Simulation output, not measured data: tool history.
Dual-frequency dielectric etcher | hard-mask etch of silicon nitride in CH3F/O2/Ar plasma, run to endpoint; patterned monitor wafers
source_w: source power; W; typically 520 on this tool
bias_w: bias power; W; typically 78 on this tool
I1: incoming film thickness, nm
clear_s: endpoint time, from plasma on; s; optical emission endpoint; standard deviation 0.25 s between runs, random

{"run": 1, "day": 0.0, "source_w": 420, "bias_w": 78, "I1": 49.21, "clear_s": 80.5}
{"run": 2, "day": 1.912, "source_w": 420, "bias_w": 78, "I1": 48.97, "clear_s": 80.4}
{"run": 3, "day": 3.508, "source_w": 420, "bias_w": 78, "I1": 48.99, "clear_s": 80.6}
{"run": 4, "day": 5.925, "source_w": 520, "bias_w": 78, "I1": 48.99, "clear_s": 75.3}
{"day": 8.571, "done": "wet clean of the chamber"}
{"run": 5, "day": 9.15, "source_w": 520, "bias_w": 78, "I1": 49.76, "clear_s": 74.3}
{"run": 6, "day": 10.933, "source_w": 520, "bias_w": 78, "I1": 48.91, "clear_s": 73.2}
{"run": 7, "day": 13.492, "source_w": 520, "bias_w": 78, "I1": 49.06, "clear_s": 73.5}
{"run": 8, "day": 24.225, "source_w": 520, "bias_w": 78, "I1": 49.7, "clear_s": 75.5}
{"run": 9, "day": 26.817, "source_w": 520, "bias_w": 78, "I1": 49.08, "clear_s": 75.0}
{"run": 10, "day": 30.8, "source_w": 620, "bias_w": 78, "I1": 49.92, "clear_s": 72.0}
{"day": 33.062, "done": "wet clean of the chamber"}
{"run": 11, "day": 33.083, "source_w": 520, "bias_w": 78, "I1": 49.33, "clear_s": 69.0}
{"run": 12, "day": 42.408, "source_w": 400, "bias_w": 78, "I1": 49.07, "clear_s": 75.3}
{"day": 46.642, "done": "wet clean of the chamber, repeated, since the last time left the tool worse"}
{"run": 13, "day": 46.662, "source_w": 520, "bias_w": 92, "I1": 49.33, "clear_s": 69.6}
{"run": 14, "day": 47.842, "source_w": 400, "bias_w": 95, "I1": 49.5, "clear_s": 75.9}
{"day": 50.454, "done": "upper electrode replaced"}
{"run": 15, "day": 50.625, "source_w": 640, "bias_w": 94, "I1": 49.56, "clear_s": 65.3}
{"day": 53.408, "done": "source power generator calibrated"}
{"day": 53.442, "done": "bias power generator calibrated"}
{"run": 16, "day": 62.2, "source_w": 410, "bias_w": 78, "I1": 49.09, "clear_s": 81.1}
{"run": 17, "day": 64.979, "source_w": 520, "bias_w": 78, "I1": 49.37, "clear_s": 75.4}
{"day": 67.967, "done": "wet clean of the chamber"}
{"run": 18, "day": 69.004, "source_w": 410, "bias_w": 65, "I1": 49.58, "clear_s": 84.2}
{"run": 19, "day": 71.579, "source_w": 520, "bias_w": 78, "I1": 49.07, "clear_s": 73.2}

A few steps of clear_s between consecutive runs. Split each: what settings, incoming material and random variation would produce without the hidden state, and what is left over for the hidden state, along with gauge scatter present in only one of the two compared results (measured, and without hidden state):
The hidden state here: etch rate over this chamber's usual, %; source power that arrives over what is set, %; bias power that arrives over what is set, %.
Run 10 -> 11: source_w 620 -> 520, wet clean of the chamber. clear_s -3.0 s: hidden state -7.2, all else +4.2.
Run 15 -> 16: source_w 640 -> 410, bias_w 94 -> 78, source power generator calibrated, bias power generator calibrated. clear_s +15.8 s: hidden state +1.6, all else +14.2.
